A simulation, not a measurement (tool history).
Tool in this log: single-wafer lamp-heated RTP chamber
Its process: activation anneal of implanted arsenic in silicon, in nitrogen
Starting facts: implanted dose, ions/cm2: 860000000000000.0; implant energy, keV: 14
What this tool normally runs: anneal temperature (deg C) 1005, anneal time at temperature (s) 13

run,hour,anneal temperature (deg C),anneal time at temperature (s),wafers since the last listed run,wafers since the last pyrometer calibration,wafers since the reflector plate was cleaned,hours since the gauge calibration,"read-back reference wafer on the same gauge, sheet resistance",sheet resistance of the implanted and annealed layer (ohm/square)
1,0.0,1021,13,0,4368,4378,2164.8,163.99,161.50
2,57.0,1005,13,1095,5464,5473,2221.8,164.13,168.31
3,104.8,1005,13,918,6383,6392,2269.6,164.25,166.96
4,140.1,1005,13,678,7062,7071,2304.9,163.75,167.24
5,191.1,1005,13,980,8042,8051,2355.9,164.04,165.81
# hour 204.6: pyrometer window cleaned and pyrometer calibrated
6,249.6,1005,13,970,865,9022,2414.4,164.02,165.43
# hour 324.7: reflector plate cleaned
7,325.2,1005,13,1299,2164,8,2490.0,164.38,169.89
8,376.0,1005,13,976,3141,985,2540.8,164.18,167.35
9,443.0,1005,13,1287,4429,2273,2607.8,163.89,167.82
10,471.9,1005,13,555,4984,2828,2636.7,164.01,166.98
11,513.2,1005,15,793,5778,3622,2678.0,163.81,165.71
12,566.6,1005,13,1026,6805,4649,2731.4,163.89,167.54
13,611.7,1005,13,866,7672,5516,2776.5,164.05,168.31
14,635.8,994,13,463,8135,5979,2800.6,164.00,172.09
# hour 673.9: pyrometer window cleaned and pyrometer calibrated
15,690.2,1005,13,891,312,6871,2855.0,164.12,166.14
16,756.7,982,9,1278,1590,8149,2921.5,164.08,182.97
17,785.1,1005,6,545,2136,8695,2949.9,163.97,176.16
18,814.8,977,16,570,2707,9266,2979.6,164.19,173.68
# hour 830.0: gauge calibrated
# hour 879.7: reflector plate cleaned
19,880.2,1005,13,1103,3811,9,50.2,163.80,169.00
20,943.7,981,13,1220,5031,1229,113.7,164.24,177.53
21,977.5,1005,13,649,5681,1879,147.5,164.19,167.95
22,1024.0,1005,13,893,6575,2773,194.0,164.25,168.83
23,1085.1,1005,13,1174,7749,3948,255.1,163.93,167.51
24,1145.5,982,8,1161,8911,5109,315.5,164.07,183.77
# hour 1164.5: pyrometer window cleaned and pyrometer calibrated
25,1204.3,1005,13,976,765,6085,374.3,163.88,168.08
26,1237.7,1005,13,642,1407,6727,407.7,164.13,166.52
27,1267.7,1005,21,576,1984,7304,437.7,164.16,158.29
# hour 1463.3: reflector plate cleaned
28,1468.3,1005,13,3702,5686,95,638.3,164.11,168.47
29,1506.6,1005,13,736,6423,831,676.6,163.47,169.27
30,1531.8,1030,8,484,6907,1316,701.8,163.99,165.01
31,1603.6,985,9,1380,8287,2696,773.6,163.83,179.86
# hour 1651.0: pyrometer window cleaned and pyrometer calibrated
32,1672.3,1023,6,1166,408,3863,842.3,164.16,171.99
33,1712.7,1020,17,776,1185,4639,882.7,164.24,156.13
34,1753.1,1005,17,776,1961,5416,923.1,164.08,163.53
35,1791.6,1013,10,740,2701,6156,961.6,163.82,168.25
36,1818.2,1033,10,511,3213,6667,988.2,164.16,158.28
37,1870.0,1005,13,995,4209,7663,1040.0,164.03,167.13

Hidden condition of the tool, last listed run before each entry between runs versus first listed run after:
Logged between run 5 and run 6: pyrometer window cleaned and pyrometer calibrated (hour 204.6)
  wafer temperature error from the tarnished reflector plate, K: 7.04 -> 7.89
  measured minus no-state result, sheet resistance of the implanted and annealed layer (ohm/square): -3.13 -> -3.50
Logged between run 6 and run 7: reflector plate cleaned (hour 324.7)
  wafer temperature error from the tarnished reflector plate, K: 7.89 -> 1.17
  measured minus no-state result, sheet resistance of the implanted and annealed layer (ohm/square): -3.50 -> -0.53
Logged between run 14 and run 15: pyrometer window cleaned and pyrometer calibrated (hour 673.9)
  wafer temperature error from the tarnished reflector plate, K: 5.67 -> 6.46
  measured minus no-state result, sheet resistance of the implanted and annealed layer (ohm/square): -2.52 -> -2.87
Logged between run 18 and run 19: gauge calibrated (hour 830.0); reflector plate cleaned (hour 879.7)
  wafer temperature error from the tarnished reflector plate, K: 8.26 -> 1.23
  measured minus no-state result, sheet resistance of the implanted and annealed layer (ohm/square): -3.60 -> -0.55
Logged between run 24 and run 25: pyrometer window cleaned and pyrometer calibrated (hour 1164.5)
  wafer temperature error from the tarnished reflector plate, K: 5.07 -> 5.92
  measured minus no-state result, sheet resistance of the implanted and annealed layer (ohm/square): -1.95 -> -2.66
Logged between run 27 and run 28: reflector plate cleaned (hour 1463.3)
  wafer temperature error from the tarnished reflector plate, K: 6.84 -> 0.403
  measured minus no-state result, sheet resistance of the implanted and annealed layer (ohm/square): -3.17 -> -0.18
Logged between run 31 and run 32: pyrometer window cleaned and pyrometer calibrated (hour 1651.0)
  wafer temperature error from the tarnished reflector plate, K: 2.36 -> 3.36
  measured minus no-state result, sheet resistance of the implanted and annealed layer (ohm/square): -0.92 -> -1.33
